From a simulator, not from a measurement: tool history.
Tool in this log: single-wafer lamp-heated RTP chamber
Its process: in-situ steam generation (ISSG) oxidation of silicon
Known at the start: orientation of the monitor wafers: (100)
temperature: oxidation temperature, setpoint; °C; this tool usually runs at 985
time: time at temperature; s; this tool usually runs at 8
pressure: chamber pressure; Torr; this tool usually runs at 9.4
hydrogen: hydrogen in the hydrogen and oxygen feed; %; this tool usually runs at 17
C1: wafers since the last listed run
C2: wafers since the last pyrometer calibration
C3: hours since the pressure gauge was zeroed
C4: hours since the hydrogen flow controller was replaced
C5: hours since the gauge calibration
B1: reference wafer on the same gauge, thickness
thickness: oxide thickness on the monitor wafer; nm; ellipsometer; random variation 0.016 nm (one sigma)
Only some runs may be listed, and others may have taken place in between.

Run 1, day 0: usual settings but temperature 1000 °C; C1 0; C2 2369; C3 629.1; C4 1549.3; C5 1229.4; B1 2.852. Result: thickness 3.055 nm.
Run 2, day 4.142: usual settings but temperature 1000 °C; C1 1113; C2 3483; C3 728.5; C4 1648.7; C5 1328.8; B1 2.843. Result: thickness 3.044 nm.
Run 3, day 6.808: usual settings but temperature 1000 °C; C1 716; C2 4199; C3 792.5; C4 1712.7; C5 1392.8; B1 2.84. Result: thickness 3.035 nm.
Run 4, day 11.108: usual settings; C1 1155; C2 5355; C3 895.7; C4 1815.9; C5 1496; B1 2.839. Result: thickness 2.945 nm.
At day 13.079: pyrometer window cleaned and pyrometer calibrated.
Run 5, day 14.854: usual settings but hydrogen 23 %; C1 917; C2 477; C3 985.6; C4 1905.8; C5 1585.9; B1 2.836. Result: thickness 3.133 nm.
Run 6, day 18.175: usual settings; C1 892; C2 1369; C3 1065.3; C4 1985.5; C5 1665.6; B1 2.834. Result: thickness 2.933 nm.
Run 7, day 20.362: usual settings; C1 587; C2 1957; C3 1117.8; C4 2038; C5 1718.1; B1 2.832. Result: thickness 2.917 nm.
Run 8, day 22.767: usual settings; C1 646; C2 2604; C3 1175.5; C4 2095.7; C5 1775.8; B1 2.829. Result: thickness 2.892 nm.
Run 9, day 26.608: usual settings but hydrogen 12 %; C1 1032; C2 3636; C3 1267.7; C4 2187.9; C5 1868; B1 2.831. Result: thickness 2.691 nm.
Run 10, day 30.225: usual settings but hydrogen 12 %; C1 972; C2 4608; C3 1354.5; C4 2274.7; C5 1954.8; B1 2.823. Result: thickness 2.706 nm.
Run 11, day 33.412: usual settings but hydrogen 14 %; C1 856; C2 5465; C3 1431; C4 2351.2; C5 2031.3; B1 2.825. Result: thickness 2.747 nm.
At day 34.304: pyrometer window cleaned and pyrometer calibrated.
Run 12, day 37.325: usual settings but hydrogen 14 %; C1 962; C2 811; C3 1524.9; C4 2445.1; C5 2125.2; B1 2.823. Result: thickness 2.781 nm.
Run 13, day 39.129: usual settings; C1 484; C2 1296; C3 1568.2; C4 2488.4; C5 2168.5; B1 2.822. Result: thickness 2.912 nm.

Predict the results of run 14:
Run 14, day 45.717: usual settings but time 9 s; C1 1770; C2 3067; C3 1726.3; C4 2646.5; C5 2326.6; B1 ?. Result: thickness ?.

{"run 14": {"B1": 2.822, "thickness": 3.017}}
Take away the tool's hidden state, keep the run-to-run variation as it was, and the same run would have given thickness 3.209 nm.
